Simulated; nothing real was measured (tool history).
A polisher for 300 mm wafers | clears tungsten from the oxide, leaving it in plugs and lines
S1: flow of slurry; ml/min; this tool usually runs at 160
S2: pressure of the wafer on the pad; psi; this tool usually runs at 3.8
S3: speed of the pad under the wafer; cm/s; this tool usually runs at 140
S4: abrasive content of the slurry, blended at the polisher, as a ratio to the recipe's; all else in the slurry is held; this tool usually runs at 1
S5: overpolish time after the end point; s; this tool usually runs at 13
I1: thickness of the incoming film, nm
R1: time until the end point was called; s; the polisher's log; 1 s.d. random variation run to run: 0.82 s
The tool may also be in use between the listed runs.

| run | hour | S1 | S2 | S3 | S4 | S5 | I1 | R1 |
|---|---|---|---|---|---|---|---|---|
| 1 | 0 | 160 | 3.3 | 140 | 1 | 13 | 425.8 | 55.8 |
|  | 13.8 | worn pad replaced by a new one |
|  | 16 | slurry tank refilled with fresh slurry and peroxide |
| 2 | 29.1 | 160 | 3.3 | 140 | 1 | 13 | 431 | 56.6 |
| 3 | 43.3 | 160 | 3.3 | 140 | 1 | 13 | 425.3 | 53.6 |
| 4 | 57.7 | 160 | 4.1 | 140 | 1 | 13 | 431.5 | 46.9 |
| 5 | 74 | 160 | 3.8 | 140 | 0.9 | 13 | 436 | 52 |
| 6 | 89 | 160 | 3.8 | 140 | 1 | 13 | 423.3 | 48.8 |
| 7 | 108.6 | 135 | 3.8 | 106 | 1 | 13 | 429.5 | 67.5 |
|  | 116 | slurry tank refilled with fresh slurry and peroxide |
|  | 120.9 | worn pad replaced by a new one |
| 8 | 128.6 | 135 | 3.8 | 106 | 1 | 13 | 431.6 | 68 |
|  | 158.3 | slurry blender recalibrated |
| 9 | 161.4 | 135 | 3.8 | 106 | 1 | 13 | 432.2 | 68 |
| 10 | 193.8 | 185 | 3.8 | 140 | 1 | 13 | 430.3 | 50.6 |
|  | 212.2 | slurry tank refilled with fresh slurry and peroxide |
| 11 | 219.2 | 160 | 3.8 | 140 | 1.2 | 13 | 426.2 | 49.3 |
|  | 220.3 | slurry nozzle cleaned |
|  | 235.4 | worn pad replaced by a new one |
|  | 240.7 | head pressure recalibrated |
| 12 | 251.5 | 175 | 3.8 | 140 | 1 | 20 | 425.2 | 49.8 |
| 13 | 265.7 | 160 | 3.8 | 140 | 1 | 13 | 423.4 | 50.4 |
| 14 | 291.5 | 160 | 2.7 | 140 | 0.8 | 13 | 426.3 | 66.4 |
|  | 304.9 | slurry tank refilled with fresh slurry and peroxide |
| 15 | 312.4 | 160 | 3.8 | 140 | 1 | 13 | 426.8 | 51.4 |
|  | 343 | worn pad replaced by a new one |
| 16 | 343.5 | 160 | 3.3 | 140 | 1.1 | 13 | 426.4 | 55.2 |
| 17 | 368.2 | 160 | 3.5 | 114 | 1 | 13 | 426.5 | 64.5 |
| 18 | 382.4 | 110 | 3.8 | 140 | 0.8 | 13 | 434.4 | 56.8 |
| 19 | 399.7 | 160 | 3.8 | 140 | 1 | 13 | 433.8 | 51.7 |

Here are 4 independent what-if runs from the current tool condition. What would each one return?
| A | 400.1 | 160 | 3.8 | 140 | 1 | 13 | 427.1 | ? |
| B | 400.1 | 160 | 3.8 | 104 | 1 | 8 | 427.1 | ? |
| C | 400.1 | 160 | 3.8 | 174 | 0.8 | 13 | 427.1 | ? |
| D | 400.1 | 160 | 3.8 | 126 | 1.15 | 13 | 427.1 | ? |

| run | R1 |
|---|---|
| A | 49.5 |
| B | 66.6 |
| C | 42 |
| D | 53.1 |
With no hidden state in the tool, these same runs would have given:
| run | R1 |
|---|---|
| A | 49.5 |
| B | 66.6 |
| C | 42 |
| D | 53.1 |
